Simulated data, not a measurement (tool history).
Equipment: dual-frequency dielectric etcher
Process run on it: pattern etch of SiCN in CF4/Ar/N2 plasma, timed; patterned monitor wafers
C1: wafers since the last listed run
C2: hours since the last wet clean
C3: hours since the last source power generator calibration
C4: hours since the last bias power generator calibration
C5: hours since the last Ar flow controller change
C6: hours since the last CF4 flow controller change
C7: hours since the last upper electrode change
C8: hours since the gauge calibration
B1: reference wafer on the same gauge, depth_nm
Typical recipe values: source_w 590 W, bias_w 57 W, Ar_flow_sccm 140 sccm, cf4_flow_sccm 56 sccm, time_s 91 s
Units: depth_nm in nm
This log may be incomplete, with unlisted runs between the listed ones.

run 1 hour=0 | source_w=590 bias_w=66 Ar_flow_sccm=140 cf4_flow_sccm=56 time_s=91 | C1=0 C2=152.7 C3=1805.9 C4=3835.5 C5=2293.3 C6=3399.2 C7=2759.2 C8=57.6 | B1=68 | depth_nm=78.3
run 2 hour=33.3 | source_w=590 bias_w=66 Ar_flow_sccm=140 cf4_flow_sccm=56 time_s=91 | C1=330 C2=186 C3=1839.2 C4=3868.8 C5=2326.6 C6=3432.5 C7=2792.5 C8=90.9 | B1=67.9 | depth_nm=79
run 3 hour=56.4 | source_w=590 bias_w=66 Ar_flow_sccm=140 cf4_flow_sccm=56 time_s=91 | C1=229 C2=209.1 C3=1862.3 C4=3891.9 C5=2349.7 C6=3455.6 C7=2815.6 C8=114 | B1=67.9 | depth_nm=78.8
run 4 hour=87.5 | source_w=590 bias_w=57 Ar_flow_sccm=140 cf4_flow_sccm=65 time_s=91 | C1=308 C2=240.2 C3=1893.4 C4=3923 C5=2380.8 C6=3486.7 C7=2846.7 C8=145.1 | B1=67.9 | depth_nm=74.3
run 5 hour=112.3 | source_w=590 bias_w=57 Ar_flow_sccm=140 cf4_flow_sccm=65 time_s=91 | C1=245 C2=265 C3=1918.2 C4=3947.8 C5=2405.6 C6=3511.5 C7=2871.5 C8=169.9 | B1=68 | depth_nm=74
run 6 hour=132.9 | source_w=590 bias_w=57 Ar_flow_sccm=140 cf4_flow_sccm=65 time_s=91 | C1=204 C2=285.6 C3=1938.8 C4=3968.4 C5=2426.2 C6=3532.1 C7=2892.1 C8=190.5 | B1=68.1 | depth_nm=74.5
run 7 hour=159.8 | source_w=590 bias_w=57 Ar_flow_sccm=140 cf4_flow_sccm=64 time_s=91 | C1=266 C2=312.5 C3=1965.7 C4=3995.3 C5=2453.1 C6=3559 C7=2919 C8=217.4 | B1=68 | depth_nm=74.6
-- hour=172.7 bias power generator calibrated
run 8 hour=178.1 | source_w=590 bias_w=57 Ar_flow_sccm=140 cf4_flow_sccm=64 time_s=91 | C1=141 C2=330.8 C3=1984 C4=5.4 C5=2471.4 C6=3577.3 C7=2937.3 C8=235.7 | B1=68 | depth_nm=74.3
run 9 hour=203.3 | source_w=590 bias_w=57 Ar_flow_sccm=140 cf4_flow_sccm=52 time_s=91 | C1=249 C2=356 C3=2009.2 C4=30.6 C5=2496.6 C6=3602.5 C7=2962.5 C8=260.9 | B1=68 | depth_nm=73.3
-- hour=215.9 source power generator calibrated
-- hour=273 gauge calibrated
run 10 hour=279.4 | source_w=590 bias_w=57 Ar_flow_sccm=140 cf4_flow_sccm=56 time_s=91 | C1=715 C2=432.1 C3=63.5 C4=106.7 C5=2572.7 C6=3678.6 C7=3038.6 C8=6.4 | B1=67.9 | depth_nm=77.1
-- hour=324.6 upper electrode replaced
run 11 hour=325.1 | source_w=590 bias_w=57 Ar_flow_sccm=140 cf4_flow_sccm=70 time_s=70.5 | C1=215 C2=477.8 C3=109.2 C4=152.4 C5=2618.4 C6=3724.3 C7=0.5 C8=52.1 | B1=68 | depth_nm=61
run 12 hour=326.2 | source_w=590 bias_w=44 Ar_flow_sccm=108 cf4_flow_sccm=56 time_s=91 | C1=10 C2=478.9 C3=110.3 C4=153.5 C5=2619.5 C6=3725.4 C7=1.6 C8=53.2 | B1=68 | depth_nm=71.2
run 13 hour=353.6 | source_w=590 bias_w=57 Ar_flow_sccm=140 cf4_flow_sccm=63 time_s=91 | C1=271 C2=506.3 C3=137.7 C4=180.9 C5=2646.9 C6=3752.8 C7=29 C8=80.6 | B1=68 | depth_nm=78.2
-- hour=376.4 Ar flow controller replaced
-- hour=384.6 wet clean of the chamber
-- hour=389.6 CF4 flow controller replaced
run 14 hour=390.1 | source_w=590 bias_w=57 Ar_flow_sccm=140 cf4_flow_sccm=56 time_s=91 | C1=171 C2=5.5 C3=174.2 C4=217.4 C5=13.7 C6=0.5 C7=65.5 C8=117.1 | B1=68 | depth_nm=75.2
run 15 hour=445.3 | source_w=590 bias_w=57 Ar_flow_sccm=164 cf4_flow_sccm=60 time_s=71.5 | C1=547 C2=60.7 C3=229.4 C4=272.6 C5=68.9 C6=55.7 C7=120.7 C8=172.3 | B1=68 | depth_nm=58
run 16 hour=463.8 | source_w=590 bias_w=70 Ar_flow_sccm=117 cf4_flow_sccm=47 time_s=91 | C1=183 C2=79.2 C3=247.9 C4=291.1 C5=87.4 C6=74.2 C7=139.2 C8=190.8 | B1=68 | depth_nm=84.1
run 17 hour=476.4 | source_w=590 bias_w=57 Ar_flow_sccm=140 cf4_flow_sccm=56 time_s=82.5 | C1=124 C2=91.8 C3=260.5 C4=303.7 C5=100 C6=86.8 C7=151.8 C8=203.4 | B1=68 | depth_nm=68.2

Estimate the outcome of run 18 from the log above:
run 18 hour=505 | source_w=590 bias_w=62 Ar_flow_sccm=140 cf4_flow_sccm=60 time_s=91 | C1=283 C2=120.4 C3=289.1 C4=332.3 C5=128.6 C6=115.4 C7=180.4 C8=232 | B1=? | depth_nm=?

Run 18 came out at B1 68, depth_nm 79 nm.
Take away the tool's hidden state, keep the run-to-run variation as it was, and the same run would have given depth_nm 80.4 nm.

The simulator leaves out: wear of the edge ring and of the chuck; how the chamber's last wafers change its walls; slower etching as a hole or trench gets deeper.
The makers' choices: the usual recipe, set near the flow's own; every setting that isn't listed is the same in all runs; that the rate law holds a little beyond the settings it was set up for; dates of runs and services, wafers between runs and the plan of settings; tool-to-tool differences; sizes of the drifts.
